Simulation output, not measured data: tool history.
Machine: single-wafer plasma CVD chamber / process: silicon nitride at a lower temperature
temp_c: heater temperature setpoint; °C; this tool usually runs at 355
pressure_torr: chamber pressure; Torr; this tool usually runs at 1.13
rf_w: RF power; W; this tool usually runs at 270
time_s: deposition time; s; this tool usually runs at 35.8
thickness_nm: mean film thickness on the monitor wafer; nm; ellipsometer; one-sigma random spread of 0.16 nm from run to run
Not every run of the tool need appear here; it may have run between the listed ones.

| run | day | temp_c | pressure_torr | rf_w | time_s | read-back reference wafer on the same gauge, thickness_nm | thickness_nm |
|---|---|---|---|---|---|---|---|
| 1 | 0 | 367 | 1.13 | 240 | 35.8 | 37.287 | 34.314 |
| 2 | 0.517 | 367 | 1.13 | 240 | 35.8 | 37.28 | 34.726 |
| 3 | 1.479 | 355 | 1.13 | 270 | 35.8 | 37.305 | 36.923 |
| 4 | 2.783 | 355 | 1.13 | 270 | 35.8 | 37.293 | 36.673 |
| 5 | 3.567 | 363 | 1.13 | 270 | 35.8 | 37.263 | 36.987 |
| 6 | 4.904 | 363 | 1.13 | 270 | 35.8 | 37.266 | 36.942 |
| 7 | 6.021 | 363 | 1.13 | 270 | 35.8 | 37.293 | 36.844 |
| 8 | 7.338 | 355 | 1.13 | 270 | 35.8 | 37.284 | 36.897 |
| 9 | 11.683 | 355 | 1.13 | 270 | 35.8 | 37.303 | 37.058 |
| 10 | 12.625 | 355 | 1.13 | 270 | 35.8 | 37.291 | 36.845 |
| 11 | 13.821 | 355 | 1.37 | 235 | 35.8 | 37.312 | 36.515 |
| 12 | 15.246 | 355 | 1.13 | 270 | 35.8 | 37.321 | 36.985 |
| 13 | 16.158 | 355 | 1.13 | 270 | 35.8 | 37.337 | 37.052 |
| 14 | 17.596 | 355 | 1.06 | 300 | 35.8 | 37.275 | 38.144 |
| 15 | 19.121 | 363 | 1.13 | 270 | 35.8 | 37.286 | 36.85 |
| 16 | 19.779 | 355 | 1.13 | 270 | 35.8 | 37.279 | 37.05 |
| 17 | 21.279 | 355 | 1.13 | 270 | 35.8 | 37.327 | 36.805 |
| 18 | 22.154 | 355 | 1.13 | 270 | 35.8 | 37.313 | 37.075 |
| 19 | 22.862 | 350 | 1.13 | 270 | 35.8 | 37.283 | 36.977 |
| 20 | 23.4 | 346 | 1.41 | 290 | 37.7 | 37.298 | 43.698 |
| 21 | 24.404 | 355 | 1.33 | 270 | 35.8 | 37.292 | 39.108 |
| 22 | 25.483 | 343 | 1.13 | 310 | 33.3 | 37.291 | 37.386 |
| 23 | 26.404 | 355 | 1.13 | 270 | 35.8 | 37.289 | 36.852 |
| 24 | 27.9 | 362 | 1.13 | 310 | 35.8 | 37.303 | 39.638 |
| 25 | 28.9 | 355 | 1.13 | 255 | 35.8 | 37.279 | 35.852 |
| 26 | 29.825 | 360 | 1.13 | 240 | 28.9 | 37.304 | 28.179 |
| 27 | 31.096 | 355 | 0.88 | 300 | 40 | 37.281 | 39.563 |
| 28 | 32.4 | 359 | 1.13 | 235 | 40.5 | 37.296 | 38.863 |
| 29 | 33.638 | 363 | 1.13 | 270 | 35.8 | 37.292 | 36.864 |

Withheld: 5 entries from between the runs. Position of each, and hidden state at the listed run before versus the listed run after:
Runs 6 to 7: showerhead replaced (day 6)
  no difference in the tool's unlogged condition between these two runs
Runs 10 to 11: thermocouple changed; heater temperature recalibrated (day 13.2); capacitance manometer re-zeroed and calibrated (day 13.612)
  no difference in the tool's unlogged condition between these two runs
Runs 14 to 15: RF generator calibrated (day 19.1)
  no difference in the tool's unlogged condition between these two runs
Runs 16 to 17: gauge calibrated (day 20.229)
  no difference in the tool's unlogged condition between these two runs
